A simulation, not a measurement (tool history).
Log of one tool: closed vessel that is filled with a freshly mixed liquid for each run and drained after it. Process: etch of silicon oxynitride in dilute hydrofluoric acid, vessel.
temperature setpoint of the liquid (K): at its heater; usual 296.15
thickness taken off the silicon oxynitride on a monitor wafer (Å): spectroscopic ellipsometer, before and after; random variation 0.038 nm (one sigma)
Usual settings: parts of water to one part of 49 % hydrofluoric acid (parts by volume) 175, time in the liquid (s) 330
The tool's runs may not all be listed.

run	hour	temperature setpoint of the liquid (K)	parts of water to one part of 49 % hydrofluoric acid (parts by volume)	time in the liquid (s)	wafers since the last listed run	hours since the thermometer was replaced	hours since the hydrofluoric acid flow meter was replaced	hours since the gauge calibration	read-back film thickness of the silicon oxynitride reference wafer, read on the same gauge (nm)	thickness taken off the silicon oxynitride on a monitor wafer (Å)
1	0	296.15	175	330	0	2125	1364.1	98.9	149.997	53.23
2	24.4	296.15	175	330	1604	2149.4	1388.5	123.3	149.991	54.44
3	37	296.15	175	330	828	2162	1401.1	135.9	149.99	53.05
4	67.1	292.15	125	330	1979	2192.1	1431.2	166	150.007	64.68
5	97.4	292.15	125	330	1992	2222.4	1461.5	196.3	149.977	65.43
6	131.4	296.15	175	330	2235	2256.4	1495.5	230.3	149.987	54.52
7	147.8	296.15	175	330	1078	2272.8	1511.9	246.7	150.01	54.62
8	176.5	299.15	175	330	1887	2301.5	1540.6	275.4	149.992	62.13
9	201.9	299.15	175	330	1670	2326.9	1566	300.8	150.005	62.28
10	234.2	298.65	175	330	2123	2359.2	1598.3	333.1	149.995	60.05
11	247.7	296.15	175	330	887	2372.7	1611.8	346.6	149.999	54.29
12	278.1	298.15	175	330	1998	2403.1	1642.2	377	150.005	60.25
13	305.5	298.15	175	330	1801	2430.5	1669.6	404.4	150.006	59.4
14	329.6	298.15	175	330	1584	2454.6	1693.7	428.5	150.003	60.45
15	344.9	296.15	245	475	1006	2469.9	1709	443.8	149.985	54.76
16	376	296.15	245	475	2044	2501	1740.1	474.9	149.989	54.15
# hour 415.6: thermometer replaced
17	442.2	291.65	175	330	4287	26.6	1806.3	541.1	150.015	38.43
18	468.2	296.15	175	180	1709	52.6	1832.3	567.1	149.988	26.31
19	480.9	296.15	175	330	835	65.3	1845	579.8	150.025	48.31
20	585.4	294.65	140	420	6871	169.8	1949.5	684.3	150.013	74.59
21	612.9	300.65	130	275	1808	197.3	1977	711.8	150.002	69.63
# hour 630.4: gauge calibrated
22	645.8	292.15	140	470	2163	230.2	2009.9	15.4	150.003	74.21
# hour 653.3: hydrofluoric acid flow meter replaced
23	678	291.65	100	405	2051	262.4	24.7	47.6	149.984	79.21
24	690.4	296.15	235	470	815	274.8	37.1	60	150.012	44.16
25	704.3	296.15	175	330	913	288.7	51	73.9	150.005	43.82
26	726.9	296.15	175	330	1485	311.3	73.6	96.5	150.015	43.92
27	747.8	296.15	125	410	1374	332.2	94.5	117.4	150.025	78.25
28	775.9	296.15	175	330	1847	360.3	122.6	145.5	149.988	44.71
29	802.7	301.15	225	480	1762	387.1	149.4	172.3	150.011	60.46
30	829.5	291.65	260	200	1762	413.9	176.2	199.1	149.995	13.97
31	851.8	293.15	255	465	1466	436.2	198.5	221.4	149.987	35.64
32	872.1	296.15	210	330	1334	456.5	218.8	241.7	150.009	36.14
33	901.6	293.15	145	330	1939	486	248.3	271.2	149.993	48.06

How the hidden state differs across the entries between the runs, from the last listed run before each to the first after it:
Between runs 16 and 17: thermometer replaced (hour 415.6)
  liquid hotter than its thermometer reads (K): 3.34 -> 0.105; hydrofluoric acid flow above the setpoint (%): 10.5 -> 10.9
  measured less the result without the state, thickness taken off the silicon oxynitride on a monitor wafer (Å): +12.5 -> +4.33
Between runs 21 and 22: gauge calibrated (hour 630.4)
  liquid hotter than its thermometer reads (K): 0.294 -> 0.33; hydrofluoric acid flow above the setpoint (%): 11.9 -> 12.1
  measured less the result without the state, thickness taken off the silicon oxynitride on a monitor wafer (Å): +9.02 -> +9.75
Between runs 22 and 23: hydrofluoric acid flow meter replaced (hour 653.3)
  liquid hotter than its thermometer reads (K): 0.33 -> 0.366; hydrofluoric acid flow above the setpoint (%): 12.1 -> 0.547
  measured less the result without the state, thickness taken off the silicon oxynitride on a monitor wafer (Å): +9.75 -> +1.88

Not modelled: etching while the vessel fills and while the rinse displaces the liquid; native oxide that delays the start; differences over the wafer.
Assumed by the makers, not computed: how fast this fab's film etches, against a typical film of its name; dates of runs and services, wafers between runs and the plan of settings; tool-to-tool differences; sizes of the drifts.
